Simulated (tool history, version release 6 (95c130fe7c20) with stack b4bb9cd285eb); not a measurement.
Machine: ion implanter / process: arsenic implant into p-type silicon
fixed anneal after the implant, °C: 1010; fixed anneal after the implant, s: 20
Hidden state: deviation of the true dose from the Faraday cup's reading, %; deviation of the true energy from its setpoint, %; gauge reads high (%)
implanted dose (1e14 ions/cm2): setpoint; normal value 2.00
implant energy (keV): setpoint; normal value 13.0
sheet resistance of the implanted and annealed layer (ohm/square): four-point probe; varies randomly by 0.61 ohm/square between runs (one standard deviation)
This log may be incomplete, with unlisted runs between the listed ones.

run	day	implanted dose (1e14 ions/cm2)	implant energy (keV)	wafers since the last listed run	hours since the last dose calibration	hours since the extraction supply was calibrated	hours since the gauge calibration	read-back reference wafer on the same gauge, sheet resistance	sheet resistance of the implanted and annealed layer (ohm/square)
1	0.000	2.18	13.0	0	1234.7	4487.1	75.9	433.04	398.09
2	0.575	2.00	13.0	352	1248.5	4500.9	89.7	433.00	426.01
3	1.200	2.00	13.0	383	1263.5	4515.9	104.7	432.90	425.25
# day 1.558: gauge calibrated
4	1.883	2.00	13.0	419	1279.9	4532.3	7.8	432.94	425.38
5	2.558	2.00	10.5	414	1296.1	4548.5	24.0	433.03	435.95
6	3.008	2.00	10.5	276	1306.9	4559.3	34.8	432.80	436.50
7	3.712	2.00	10.5	432	1323.8	4576.2	51.7	432.93	435.42
8	4.271	2.00	11.0	342	1337.2	4589.6	65.1	433.12	433.73
# day 4.679: extraction supply calibrated
# day 4.908: Faraday cup replaced and dose calibrated
9	4.929	2.00	13.0	58	0.5	6.0	80.9	433.03	408.99
10	5.112	2.31	16.5	112	4.9	10.4	85.3	432.97	356.94
11	5.608	1.49	17.0	304	16.8	22.3	97.2	433.14	493.78
# day 5.700: gauge calibrated
12	6.179	2.30	16.0	350	30.5	36.0	11.5	432.85	359.47
13	6.458	2.23	13.0	171	37.2	42.7	18.2	433.00	376.82
14	7.158	2.33	16.0	429	54.0	59.5	35.0	432.93	356.31
15	7.775	1.73	14.5	378	68.8	74.3	49.8	432.99	454.14
16	8.492	1.63	17.0	439	86.0	91.5	67.0	433.20	464.21
17	9.162	1.61	9.5	411	102.1	107.6	83.1	432.93	504.81

4 options for the next run, each taken on its own from the tool as it stands now. Forecast them:
A	9.179	2.00	15.5	10	102.5	108.0	83.5	?	?
B	9.179	2.57	11.5	10	102.5	108.0	83.5	?	?
C	9.179	2.44	11.0	10	102.5	108.0	83.5	?	?
D	9.179	2.39	13.0	10	102.5	108.0	83.5	?	?

run	read-back reference wafer on the same gauge, sheet resistance	sheet resistance of the implanted and annealed layer (ohm/square)
A	433.01	402.34
B	433.01	343.71
C	433.01	359.34
D	433.01	358.67
What these runs would have given with no unlogged condition in the tool:
run	sheet resistance of the implanted and annealed layer (ohm/square)
A	398.69
B	340.55
C	356.03
D	355.38
